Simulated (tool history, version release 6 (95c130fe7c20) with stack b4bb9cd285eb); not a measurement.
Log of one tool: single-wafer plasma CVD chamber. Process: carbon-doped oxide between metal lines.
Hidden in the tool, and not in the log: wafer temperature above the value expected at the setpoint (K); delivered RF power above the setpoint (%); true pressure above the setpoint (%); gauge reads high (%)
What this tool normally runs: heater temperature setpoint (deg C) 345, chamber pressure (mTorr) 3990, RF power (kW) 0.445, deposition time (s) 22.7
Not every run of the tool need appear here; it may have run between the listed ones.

run	hour	heater temperature setpoint (deg C)	chamber pressure (mTorr)	RF power (kW)	deposition time (s)	wafers since the last listed run	hours since the last thermocouple change	hours since the last RF generator calibration	hours since the last manometer calibration	hours since the showerhead was replaced	hours since the gauge calibration	read-back reference wafer on the same gauge, thickness_nm	mean film thickness on the monitor wafer (angstrom)
1	0	335	3990	0.445	22.7	0	2600.6	1134.4	1900.1	58.1	81.6	85.919	1055.77
2	17.6	345	3990	0.445	24.8	381	2618.2	1152	1917.7	75.7	99.2	86.114	1098.42
3	49.3	345	3990	0.445	22.7	686	2649.9	1183.7	1949.4	107.4	130.9	85.96	1014.56
# hour 63.5: capacitance manometer re-zeroed and calibrated
4	67.5	334	4280	0.4	26.7	221	2668.1	1201.9	4	125.6	149.1	86.162	1164.21
5	89.7	353	3990	0.445	22.7	481	2690.3	1224.1	26.2	147.8	171.3	85.934	988.92
6	106.2	345	3990	0.445	22.7	357	2706.8	1240.6	42.7	164.3	187.8	85.86	1019.64
7	139	345	3990	0.445	22.7	710	2739.6	1273.4	75.5	197.1	220.6	85.981	1016.39
8	168.9	330	3990	0.445	22.7	647	2769.5	1303.3	105.4	227	250.5	86.027	1072.25
9	188.9	345	3990	0.47	22.7	433	2789.5	1323.3	125.4	247	270.5	86.062	1052.85
# hour 220: thermocouple changed; heater temperature recalibrated
10	282	345	3990	0.445	22.7	1843	62	1416.4	218.5	340.1	363.6	86.053	1015.11
11	299.4	345	3990	0.495	21.2	377	79.4	1433.8	235.9	357.5	381	85.96	1015.57
12	328.6	345	4860	0.445	22.7	632	108.6	1463	265.1	386.7	410.2	85.993	1033.22
13	346.3	358	3990	0.445	24.9	383	126.3	1480.7	282.8	404.4	427.9	85.856	1065.72
14	360.9	335	3280	0.38	24	316	140.9	1495.3	297.4	419	442.5	86.015	978.33
15	390.8	339	3990	0.53	22.7	647	170.8	1525.2	327.3	448.9	472.4	86.059	1166.1
16	409.1	345	3990	0.505	26.6	396	189.1	1543.5	345.6	467.2	490.7	85.95	1278.34
# hour 433.8: RF generator calibrated
17	434.3	345	3990	0.445	25.1	372	214.3	0.5	370.8	492.4	515.9	86.021	1175.7
18	461.5	345	3990	0.445	22.7	589	241.5	27.7	398	519.6	543.1	85.965	1064.25
19	507.9	359	4790	0.48	23.9	1005	287.9	74.1	444.4	566	589.5	85.992	1137.63
20	536.1	354	3990	0.4	25.5	611	316.1	102.3	472.6	594.2	617.7	85.904	1077.27
21	551.8	345	3990	0.525	20.8	340	331.8	118	488.3	609.9	633.4	85.991	1073.5
22	564.8	345	4730	0.415	22.7	281	344.8	131	501.3	622.9	646.4	86.026	1024.45
23	588.9	332	3990	0.445	26.1	522	368.9	155.1	525.4	647	670.5	85.905	1266.01
24	618.4	332	3210	0.445	22.7	639	398.4	184.6	554.9	676.5	700	86.185	1079.62
25	648.3	332	3990	0.445	22.7	647	428.3	214.5	584.8	706.4	729.9	86.138	1097.76
26	660.4	345	3990	0.445	22.7	262	440.4	226.6	596.9	718.5	742	86.166	1054.23
27	679.8	345	3990	0.445	22.7	420	459.8	246	616.3	737.9	761.4	86.046	1052.84
28	704.2	340	4660	0.375	24.9	528	484.2	270.4	640.7	762.3	785.8	85.918	1065.12

Branching from run 28: 5 alternative next runs. What would each branch give?
A	704.6	345	3990	0.525	22.7	8	484.6	270.8	641.1	762.7	786.2	?	?
B	704.6	345	3590	0.445	25.9	8	484.6	270.8	641.1	762.7	786.2	?	?
C	704.6	345	4910	0.47	24.8	8	484.6	270.8	641.1	762.7	786.2	?	?
D	704.6	357	3640	0.445	22.7	8	484.6	270.8	641.1	762.7	786.2	?	?
E	704.6	335	4500	0.445	22.7	8	484.6	270.8	641.1	762.7	786.2	?	?

run	read-back reference wafer on the same gauge, thickness_nm	mean film thickness on the monitor wafer (angstrom)
A	86.04	1160.66
B	86.04	1181.16
C	86.04	1213.97
D	86.04	999.7
E	86.04	1100.84
What these runs would have given with no unlogged condition in the tool:
run	mean film thickness on the monitor wafer (angstrom)
A	1184.51
B	1209.84
C	1239.89
D	1023.96
E	1127.56

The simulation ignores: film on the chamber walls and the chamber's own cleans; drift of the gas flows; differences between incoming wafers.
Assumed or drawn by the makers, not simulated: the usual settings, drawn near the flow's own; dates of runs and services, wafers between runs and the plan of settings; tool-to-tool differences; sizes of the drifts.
